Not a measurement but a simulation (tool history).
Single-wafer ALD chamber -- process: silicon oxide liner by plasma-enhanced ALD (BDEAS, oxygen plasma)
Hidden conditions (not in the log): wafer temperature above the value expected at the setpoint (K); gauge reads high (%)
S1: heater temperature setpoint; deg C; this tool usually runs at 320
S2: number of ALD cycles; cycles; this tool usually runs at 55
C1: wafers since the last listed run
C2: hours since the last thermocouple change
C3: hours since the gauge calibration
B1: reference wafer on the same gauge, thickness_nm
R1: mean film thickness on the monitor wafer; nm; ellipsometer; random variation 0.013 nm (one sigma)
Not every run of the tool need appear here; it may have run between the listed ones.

| run | hour | S1 | S2 | C1 | C2 | C3 | B1 | R1 |
|---|---|---|---|---|---|---|---|---|
| 1 | 0 | 320 | 55 | 0 | 2162.2 | 552.6 | 5.462 | 5.235 |
|  | 0.4 | gauge calibrated |
| 2 | 27.2 | 320 | 55 | 165 | 2189.4 | 26.8 | 5.341 | 5.105 |
| 3 | 68.9 | 320 | 55 | 253 | 2231.1 | 68.5 | 5.355 | 5.136 |
| 4 | 125.4 | 320 | 55 | 343 | 2287.6 | 125 | 5.354 | 5.091 |
| 5 | 167.7 | 325 | 52 | 257 | 2329.9 | 167.3 | 5.362 | 4.797 |
| 6 | 201.3 | 325 | 52 | 204 | 2363.5 | 200.9 | 5.372 | 4.826 |
| 7 | 245.3 | 325 | 52 | 267 | 2407.5 | 244.9 | 5.382 | 4.81 |
| 8 | 314.9 | 320 | 55 | 423 | 2477.1 | 314.5 | 5.384 | 5.178 |
| 9 | 344.1 | 335 | 55 | 177 | 2506.3 | 343.7 | 5.393 | 5.038 |
|  | 394.6 | thermocouple changed; heater temperature recalibrated |
| 10 | 405 | 320 | 55 | 321 | 10.4 | 404.6 | 5.406 | 5.158 |
| 11 | 446.2 | 320 | 55 | 250 | 51.6 | 445.8 | 5.405 | 5.159 |
| 12 | 505.5 | 332 | 60 | 360 | 110.9 | 505.1 | 5.416 | 5.537 |
| 13 | 546.2 | 310 | 61 | 247 | 151.6 | 545.8 | 5.424 | 5.857 |
|  | 587.4 | gauge calibrated |
| 14 | 608.3 | 320 | 55 | 377 | 213.7 | 20.9 | 5.369 | 5.138 |
| 15 | 646.2 | 314 | 64 | 230 | 251.6 | 58.8 | 5.382 | 6.039 |
| 16 | 712.2 | 334 | 60 | 401 | 317.6 | 124.8 | 5.393 | 5.496 |
| 17 | 759.6 | 311 | 50 | 288 | 365 | 172.2 | 5.395 | 4.746 |

Branching from run 17: 3 alternative next runs. What would each branch give?
| A | 760.1 | 320 | 55 | 3 | 365.5 | 172.7 | ? | ? |
| B | 760.1 | 313 | 55 | 3 | 365.5 | 172.7 | ? | ? |
| C | 760.1 | 329 | 47 | 3 | 365.5 | 172.7 | ? | ? |

| run | B1 | R1 |
|---|---|---|
| A | 5.397 | 5.146 |
| B | 5.397 | 5.205 |
| C | 5.397 | 4.333 |
With the hidden condition removed and each run's random variation left untouched, the same runs would have given:
| run | R1 |
|---|---|
| A | 5.11 |
| B | 5.169 |
| C | 4.302 |
